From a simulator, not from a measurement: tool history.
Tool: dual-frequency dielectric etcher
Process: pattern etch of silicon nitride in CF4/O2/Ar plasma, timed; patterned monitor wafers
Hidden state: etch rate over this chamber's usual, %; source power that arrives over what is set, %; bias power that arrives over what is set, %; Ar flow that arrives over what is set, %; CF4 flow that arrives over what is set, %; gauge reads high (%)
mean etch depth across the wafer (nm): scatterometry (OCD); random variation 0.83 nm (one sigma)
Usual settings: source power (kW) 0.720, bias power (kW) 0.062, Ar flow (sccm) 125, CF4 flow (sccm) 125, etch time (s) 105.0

| run | hour | source power (kW) | bias power (kW) | Ar flow (sccm) | CF4 flow (sccm) | etch time (s) | wafers since the last listed run | hours since the last wet clean | hours since the last source power generator calibration | hours since the last bias power generator calibration | hours since the last Ar flow controller change | hours since the last CF4 flow controller change | hours since the last upper electrode change | hours since the gauge calibration | read-back reference wafer on the same gauge, depth_nm | mean etch depth across the wafer (nm) |
|---|---|---|---|---|---|---|---|---|---|---|---|---|---|---|---|---|
| 1 | 0.0 | 0.720 | 0.062 | 125 | 125 | 105.0 | 0 | 97.9 | 2688.5 | 2041.1 | 1604.1 | 1646.0 | 5344.2 | 643.2 | 331.6 | 303.2 |
| 2 | 102.2 | 0.720 | 0.062 | 125 | 125 | 105.0 | 1206 | 200.1 | 2790.7 | 2143.3 | 1706.3 | 1748.2 | 5446.4 | 745.4 | 331.9 | 304.1 |
| 3 | 333.1 | 0.720 | 0.062 | 125 | 125 | 105.0 | 2726 | 431.0 | 3021.6 | 2374.2 | 1937.2 | 1979.1 | 5677.3 | 976.3 | 331.9 | 304.8 |
| 4 | 375.3 | 0.720 | 0.062 | 125 | 125 | 105.0 | 498 | 473.2 | 3063.8 | 2416.4 | 1979.4 | 2021.3 | 5719.5 | 1018.5 | 331.8 | 304.5 |
| 5 | 426.7 | 0.720 | 0.062 | 125 | 125 | 105.0 | 606 | 524.6 | 3115.2 | 2467.8 | 2030.8 | 2072.7 | 5770.9 | 1069.9 | 331.6 | 304.9 |
|  | 463.3 | gauge calibrated |
| 6 | 500.0 | 0.720 | 0.062 | 125 | 125 | 105.0 | 865 | 597.9 | 3188.5 | 2541.1 | 2104.1 | 2146.0 | 5844.2 | 36.7 | 332.5 | 304.0 |
|  | 507.7 | bias power generator calibrated |
| 7 | 551.8 | 0.720 | 0.062 | 125 | 125 | 105.0 | 564 | 649.7 | 3240.3 | 44.1 | 2155.9 | 2197.8 | 5896.0 | 88.5 | 332.1 | 299.1 |
|  | 590.0 | wet clean of the chamber |
| 8 | 623.0 | 0.720 | 0.062 | 125 | 125 | 105.0 | 557 | 33.0 | 3311.5 | 115.3 | 2227.1 | 2269.0 | 5967.2 | 159.7 | 331.4 | 300.1 |
| 9 | 712.8 | 0.720 | 0.062 | 125 | 125 | 105.0 | 1060 | 122.8 | 3401.3 | 205.1 | 2316.9 | 2358.8 | 6057.0 | 249.5 | 331.7 | 301.3 |
|  | 743.7 | upper electrode replaced |
| 10 | 820.0 | 0.720 | 0.062 | 125 | 97 | 105.0 | 982 | 230.0 | 3508.5 | 312.3 | 2424.1 | 2466.0 | 76.3 | 356.7 | 331.9 | 291.5 |
|  | 864.9 | Ar flow controller replaced |
| 11 | 920.5 | 0.890 | 0.075 | 107 | 144 | 105.0 | 1115 | 330.5 | 3609.0 | 412.8 | 55.6 | 2566.5 | 176.8 | 457.2 | 331.9 | 386.7 |
| 12 | 1020.2 | 0.720 | 0.062 | 125 | 125 | 105.0 | 1177 | 430.2 | 3708.7 | 512.5 | 155.3 | 2666.2 | 276.5 | 556.9 | 331.5 | 302.7 |
|  | 1046.8 | CF4 flow controller replaced |
| 13 | 1076.0 | 0.720 | 0.054 | 125 | 145 | 105.0 | 588 | 486.0 | 3764.5 | 568.3 | 211.1 | 29.2 | 332.3 | 612.7 | 331.9 | 294.4 |
| 14 | 1168.0 | 0.720 | 0.062 | 125 | 125 | 105.0 | 1086 | 578.0 | 3856.5 | 660.3 | 303.1 | 121.2 | 424.3 | 704.7 | 332.0 | 301.7 |
|  | 1186.6 | source power generator calibrated |
| 15 | 1209.5 | 0.720 | 0.062 | 125 | 125 | 105.0 | 442 | 619.5 | 22.9 | 701.8 | 344.6 | 162.7 | 465.8 | 746.2 | 332.0 | 301.7 |
|  | 1251.4 | wet clean of the chamber |
| 16 | 1281.0 | 0.720 | 0.062 | 125 | 125 | 128.5 | 560 | 29.6 | 94.4 | 773.3 | 416.1 | 234.2 | 537.3 | 817.7 | 331.9 | 369.6 |
| 17 | 1333.8 | 0.720 | 0.068 | 110 | 125 | 105.0 | 623 | 82.4 | 147.2 | 826.1 | 468.9 | 287.0 | 590.1 | 870.5 | 331.7 | 316.2 |
| 18 | 1386.9 | 0.720 | 0.062 | 125 | 138 | 105.0 | 627 | 135.5 | 200.3 | 879.2 | 522.0 | 340.1 | 643.2 | 923.6 | 331.9 | 305.6 |
| 19 | 1445.0 | 0.720 | 0.055 | 115 | 115 | 78.5 | 686 | 193.6 | 258.4 | 937.3 | 580.1 | 398.2 | 701.3 | 981.7 | 331.9 | 218.1 |
| 20 | 1521.0 | 0.720 | 0.062 | 125 | 125 | 105.0 | 897 | 269.6 | 334.4 | 1013.3 | 656.1 | 474.2 | 777.3 | 1057.7 | 331.9 | 304.1 |

The tool's hidden state at each run:
etch rate over this chamber's usual, %: 0 in every run
source power that arrives over what is set, %: 0 in every run
Ar flow that arrives over what is set, %: 0 in every run
CF4 flow that arrives over what is set, %: 0 in every run
gauge reads high (%): 0 in every run
H1: bias power that arrives over what is set, %
| run | H1 |
|---|---|
| 1 | 4.91 |
| 2 | 4.97 |
| 3 | 5.08 |
| 4 | 5.09 |
| 5 | 5.11 |
| 6 | 5.14 |
| 7 | 0.921 |
| 8 | 1.31 |
| 9 | 1.76 |
| 10 | 2.23 |
| 11 | 2.63 |
| 12 | 2.98 |
| 13 | 3.16 |
| 14 | 3.44 |
| 15 | 3.55 |
| 16 | 3.74 |
| 17 | 3.86 |
| 18 | 3.99 |
| 19 | 4.11 |
| 20 | 4.26 |
